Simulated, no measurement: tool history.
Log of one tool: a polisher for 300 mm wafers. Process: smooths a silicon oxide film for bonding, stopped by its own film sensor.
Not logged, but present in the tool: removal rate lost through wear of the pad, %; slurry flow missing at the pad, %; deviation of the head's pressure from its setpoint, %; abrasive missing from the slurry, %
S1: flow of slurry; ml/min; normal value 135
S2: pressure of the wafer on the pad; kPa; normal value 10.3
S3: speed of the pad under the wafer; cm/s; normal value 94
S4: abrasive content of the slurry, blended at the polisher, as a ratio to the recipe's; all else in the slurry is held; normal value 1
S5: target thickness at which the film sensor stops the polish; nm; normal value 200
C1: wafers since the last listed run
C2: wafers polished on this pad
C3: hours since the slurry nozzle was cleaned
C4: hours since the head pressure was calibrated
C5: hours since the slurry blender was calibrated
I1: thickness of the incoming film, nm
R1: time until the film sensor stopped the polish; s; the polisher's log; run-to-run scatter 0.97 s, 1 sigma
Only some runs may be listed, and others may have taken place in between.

run,hour,S1,S2,S3,S4,S5,C1,C2,C3,C4,C5,I1,R1
1,0,135,10.3,94,1.05,200,0,344,245.2,1267.4,33.4,232.9,75.1
2,31.9,135,10.3,94,1.05,200,205,549,277.1,1299.3,65.3,227.1,62.3
3,56.6,135,10.3,94,1.05,200,159,708,301.8,1324,90,232.9,77.4
4,80.2,135,10.3,94,1,200,152,860,325.4,1347.6,113.6,230.7,73.9
# hour 99.1: worn pad replaced by a new one
5,100.4,135,10.3,94,1,200,104,8,345.6,1367.8,133.8,226.4,63.7
6,116.6,135,10.3,94,1,200,104,112,361.8,1384,150,232.1,78.2
7,134.6,135,10.3,94,1,200,116,228,379.8,1402,168,228.7,68.5
8,154,135,10.3,94,1,200,125,353,399.2,1421.4,187.4,232.5,77.5
9,189,135,10.3,94,1,200,225,579,434.2,1456.4,222.4,231,76.3
# hour 218.5: head pressure recalibrated
# hour 219.6: slurry blender recalibrated
10,220.1,135,10.3,102,1,200,180,759,465.3,1.6,0.5,233.5,78.7
# hour 236.3: worn pad replaced by a new one
11,236.8,135,9.7,94,1,196,81,3,482,18.3,17.2,227.4,81
# hour 304: slurry nozzle cleaned
12,323,135,10.3,94,1,208,549,552,19,104.5,103.4,234.1,59.8
13,344.4,135,8.3,94,1,200,137,690,40.4,125.9,124.8,228.3,74.5
14,359.2,135,9,86,1,200,95,785,55.2,140.7,139.6,232.6,90.1
# hour 383.5: worn pad replaced by a new one
15,384,135,10.3,94,0.9,204,134,3,80,165.5,164.4,229.1,60
16,400.7,135,13.1,76,1.1,208,107,110,96.7,182.2,181.1,230.4,50.2
17,414.3,135,10.3,124,1,192,87,198,110.3,195.8,194.7,230.9,70.3
# hour 445.7: slurry blender recalibrated
18,481.2,160,10.3,80,1.1,200,418,616,177.2,262.7,35.5,232.7,83.1
19,501.5,135,10.3,94,1,200,130,747,197.5,283,55.8,230.5,73.5
20,516.9,135,10.3,94,1,200,99,846,212.9,298.4,71.2,230.8,71.8

Branching from run 20: 4 alternative next runs. What would each branch give?
A,517.3,135,10.3,94,1,200,2,849,213.3,298.8,71.6,228.9,?
B,517.3,135,10.3,94,1.1,205,2,849,213.3,298.8,71.6,228.9,?
C,517.3,135,10.3,94,0.9,200,2,849,213.3,298.8,71.6,228.9,?
D,517.3,135,11.7,94,1,200,2,849,213.3,298.8,71.6,228.9,?

run,R1
A,69.8
B,55.4
C,73.2
D,63.8
What these runs would have given with no unlogged condition in the tool:
run,R1
A,67.2
B,53.4
C,70.5
D,61.4
